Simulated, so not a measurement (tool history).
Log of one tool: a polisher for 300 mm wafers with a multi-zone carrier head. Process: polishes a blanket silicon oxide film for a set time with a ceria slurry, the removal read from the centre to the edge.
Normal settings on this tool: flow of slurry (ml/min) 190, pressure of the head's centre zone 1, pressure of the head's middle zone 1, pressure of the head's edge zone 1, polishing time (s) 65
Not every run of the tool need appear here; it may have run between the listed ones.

run,hour,flow of slurry (ml/min),pressure of the head's centre zone,pressure of the head's middle zone,pressure of the head's edge zone,polishing time (s),"incoming thickness of the incoming film, nm",film removed at the wafer's centre (angstrom),film removed at mid-radius (angstrom),film removed at the wafer's edge (angstrom)
1,0,190,1.09,1.09,1,65,1266.8,4302,4447,4013
2,10.9,190,1,1,1,65,1267.3,4042,4126,4047
# hour 15: worn pad replaced by a new one
3,27.2,145,0.96,1,0.91,65,1252,3677,3927,3694
4,42.7,165,1.09,1,1,77,1279.1,4977,4847,4674
5,54,215,0.94,0.93,0.96,65,1274.8,3874,4032,3911
6,67.6,140,1,1,0.92,65,1250.3,3829,3959,3686
# hour 80.3: carrier head's membrane replaced by a new one
7,80.8,210,1,1,0.96,65,1272.3,4125,4241,3964
8,94.2,225,1.12,1,0.95,71,1264.6,5038,4730,4351
9,107.7,190,1,1,0.94,65,1242.3,3959,4153,3896
10,114.7,130,1,1,1,65,1264.6,3757,3866,3864
11,126.2,190,0.92,0.96,1.09,65,1282.1,3769,4017,4110
12,133.2,155,1,1,1,74,1273.8,4463,4525,4490
13,141.3,190,1,1,1,65,1268.1,4198,4179,4051
# hour 151.2: centre zone pressure recalibrated
14,151.7,190,1.06,1,1,65,1260.7,4203,4160,4021
15,164.2,130,1,1,1.09,58,1260.5,3354,3456,3538
16,182,135,1,1,1,65,1258,3825,3859,3853
17,189.6,235,1,1,1.09,65,1248.9,4262,4299,4331
# hour 199.1: worn pad replaced by a new one
18,199.6,190,1,1,1,65,1232.9,4091,4177,4055
19,210.1,125,1,0.92,0.93,76,1269.3,4343,4104,4224
20,222.3,235,1,1,1.09,65,1239.5,4315,4291,4334
21,231.5,190,1.04,1,1,65,1251.1,4275,4148,3899
22,243.5,245,0.88,1,1,46,1289,2794,3055,2858

The tool's hidden state at each run:
removal rate lost through wear of the pad, %: 0 across all the runs
slurry flow missing at the pad, %: 0 across all the runs
deviation of the centre zone's pressure from its setpoint, %: 0 across all the runs
deviation of the edge zone's pressure from its setpoint, %: 0 across all the runs
